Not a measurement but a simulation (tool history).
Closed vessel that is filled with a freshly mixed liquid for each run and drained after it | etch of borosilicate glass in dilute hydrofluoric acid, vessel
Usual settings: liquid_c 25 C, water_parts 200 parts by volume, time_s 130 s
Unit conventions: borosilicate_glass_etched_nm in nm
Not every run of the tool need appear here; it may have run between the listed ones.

| run | hour | liquid_c | water_parts | time_s | wafers since the last listed run | hours since the thermometer was replaced | hours since the hydrofluoric acid flow meter was replaced | hours since the gauge calibration | read-back film thickness of the borosilicate glass reference wafer, read on the same gauge (nm) | borosilicate_glass_etched_nm |
|---|---|---|---|---|---|---|---|---|---|---|
| 1 | 0 | 25 | 200 | 130 | 0 | 252.1 | 489.4 | 390.8 | 110.01 | 16.98 |
| 2 | 96.9 | 25 | 200 | 130 | 6448 | 349 | 586.3 | 487.7 | 110.01 | 17.17 |
| 3 | 391.9 | 25 | 200 | 130 | 19631 | 644 | 881.3 | 782.7 | 109.99 | 17.93 |
| 4 | 447.4 | 25 | 200 | 130 | 3693 | 699.5 | 936.8 | 838.2 | 109.98 | 17.92 |
| 5 | 540 | 29 | 145 | 130 | 6162 | 792.1 | 1029.4 | 930.8 | 110.01 | 30.93 |
| 6 | 603 | 25 | 200 | 130 | 4192 | 855.1 | 1092.4 | 993.8 | 110 | 18.25 |
| 7 | 683.2 | 25 | 200 | 130 | 5336 | 935.3 | 1172.6 | 1074 | 109.99 | 18.42 |
|  | 689.3 | hydrofluoric acid flow meter replaced |
| 8 | 737.2 | 21 | 200 | 130 | 3526 | 989.3 | 47.9 | 1128 | 109.99 | 14.62 |
|  | 829.4 | thermometer replaced |
| 9 | 983.1 | 21 | 200 | 130 | 16297 | 153.7 | 293.8 | 1373.9 | 109.99 | 14.17 |
| 10 | 1024.8 | 21 | 200 | 130 | 2774 | 195.4 | 335.5 | 1415.6 | 110 | 14.51 |
| 11 | 1073.3 | 25 | 200 | 130 | 3227 | 243.9 | 384 | 1464.1 | 110.03 | 16.81 |
|  | 1144.4 | gauge calibrated |
| 12 | 1246.8 | 26.5 | 260 | 75 | 11545 | 417.4 | 557.5 | 102.4 | 110.01 | 7.53 |
| 13 | 1343.3 | 21 | 160 | 130 | 6421 | 513.9 | 654 | 198.9 | 110.01 | 19.59 |
| 14 | 1438.8 | 25 | 245 | 130 | 6355 | 609.4 | 749.5 | 294.4 | 109.98 | 13.93 |
| 15 | 1501.3 | 23.5 | 295 | 50 | 4159 | 671.9 | 812 | 356.9 | 109.99 | 3.99 |
| 16 | 1588.8 | 27 | 260 | 130 | 5822 | 759.4 | 899.5 | 444.4 | 110.01 | 13.96 |
| 17 | 1628.4 | 25 | 200 | 130 | 2635 | 799 | 939.1 | 484 | 110 | 18.08 |
| 18 | 1665.1 | 25 | 105 | 105 | 2442 | 835.7 | 975.8 | 520.7 | 109.99 | 30.96 |
|  | 1688.7 | hydrofluoric acid flow meter replaced |
| 19 | 1752.2 | 25 | 200 | 130 | 5729 | 922.8 | 63.5 | 607.8 | 110.01 | 17.52 |
| 20 | 2002.5 | 25 | 295 | 190 | 16656 | 1173.1 | 313.8 | 858.1 | 109.98 | 16.08 |
|  | 2143.5 | thermometer replaced |
| 21 | 2289.5 | 22 | 200 | 165 | 19032 | 146 | 600.8 | 1145.1 | 109.98 | 19.47 |

What if the next run were any one of these 5? Each begins from the tool's condition after run 21:
| A | 2290.2 | 27 | 200 | 130 | 46 | 146.7 | 601.5 | 1145.8 | ? | ? |
| B | 2290.2 | 27 | 165 | 185 | 46 | 146.7 | 601.5 | 1145.8 | ? | ? |
| C | 2290.2 | 25 | 130 | 130 | 46 | 146.7 | 601.5 | 1145.8 | ? | ? |
| D | 2290.2 | 25 | 200 | 50 | 46 | 146.7 | 601.5 | 1145.8 | ? | ? |
| E | 2290.2 | 27.5 | 170 | 95 | 46 | 146.7 | 601.5 | 1145.8 | ? | ? |

| run | read-back film thickness of the borosilicate glass reference wafer, read on the same gauge (nm) | borosilicate_glass_etched_nm |
|---|---|---|
| A | 109.98 | 18.6 |
| B | 109.98 | 33.38 |
| C | 109.98 | 28.76 |
| D | 109.98 | 6.65 |
| E | 109.98 | 16.85 |
Take away the tool's hidden state, keep each run's random variation, and the runs would have read:
| run | borosilicate_glass_etched_nm |
|---|---|
| A | 17.11 |
| B | 30.74 |
| C | 26.53 |
| D | 6.12 |
| E | 15.51 |

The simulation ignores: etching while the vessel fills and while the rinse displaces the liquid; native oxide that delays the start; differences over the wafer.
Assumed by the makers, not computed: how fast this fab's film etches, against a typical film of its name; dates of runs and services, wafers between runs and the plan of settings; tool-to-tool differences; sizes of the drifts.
